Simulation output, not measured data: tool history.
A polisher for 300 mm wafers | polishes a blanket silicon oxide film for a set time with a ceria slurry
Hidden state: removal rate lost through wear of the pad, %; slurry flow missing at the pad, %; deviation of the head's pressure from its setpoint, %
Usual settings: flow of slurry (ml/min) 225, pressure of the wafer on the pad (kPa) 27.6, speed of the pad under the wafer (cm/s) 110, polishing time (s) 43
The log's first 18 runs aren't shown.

run,hour,flow of slurry (ml/min),pressure of the wafer on the pad (kPa),speed of the pad under the wafer (cm/s),polishing time (s),wafers since the last listed run,wafers polished on this pad,hours since the slurry nozzle was cleaned,hours since the head pressure was calibrated,"incoming thickness of the incoming film, nm",film removed (angstrom)
19,256.5,225,22.8,134,43,193,935,721.7,117.6,749.9,2498
20,268.0,225,27.6,110,43,174,1109,733.2,129.1,741.0,2304
21,278.4,160,27.6,110,43,157,1267,743.6,139.5,748.7,2141
22,288.2,290,37.2,110,34,148,1415,753.4,149.3,745.5,2227
23,296.3,225,23.4,128,43,122,1538,761.5,157.4,759.2,2326
# hour 309.1: worn pad replaced by a new one
24,313.2,225,27.6,110,43,195,61,778.4,174.3,746.7,2500
# hour 349.3: slurry nozzle cleaned
25,351.9,200,20.7,110,35,571,632,2.6,213.0,745.0,1616
26,364.1,225,32.4,110,32,184,817,14.8,225.2,745.5,1962
27,374.8,225,32.4,110,32,162,979,25.5,235.9,755.9,1936
28,391.8,260,32.4,110,43,257,1237,42.5,252.9,732.5,2619
29,408.4,280,22.1,110,43,251,1488,59.1,269.5,741.2,1989
# hour 412.6: worn pad replaced by a new one
30,416.5,290,24.8,110,43,62,59,67.2,277.6,739.9,2403
31,430.0,225,27.6,110,43,204,263,80.7,291.1,751.7,2474
32,438.9,155,27.6,110,43,134,398,89.6,300.0,746.3,2371
33,455.3,225,27.6,110,54,248,647,106.0,316.4,733.6,3057
34,473.0,255,18.6,90,48,268,915,123.7,334.1,743.9,1737
35,490.7,160,27.6,110,43,268,1183,141.4,351.8,753.3,2216
36,504.5,225,27.6,110,31,209,1392,155.2,365.6,741.3,1679

Forecast each of these 5 alternatives for the next run:
A,504.9,225,27.6,110,57,6,1398,155.6,366.0,748.6,?
B,504.9,225,33.8,110,43,6,1398,155.6,366.0,748.6,?
C,504.9,200,27.6,110,43,6,1398,155.6,366.0,748.6,?
D,504.9,225,22.8,110,48,6,1398,155.6,366.0,748.6,?
E,504.9,265,27.6,110,43,6,1398,155.6,366.0,748.6,?

run,film removed (angstrom)
A,3046
B,2630
C,2267
D,2277
E,2337
Without the tool's hidden state the same runs would have given:
run,film removed (angstrom)
A,3252
B,2807
C,2420
D,2431
E,2495
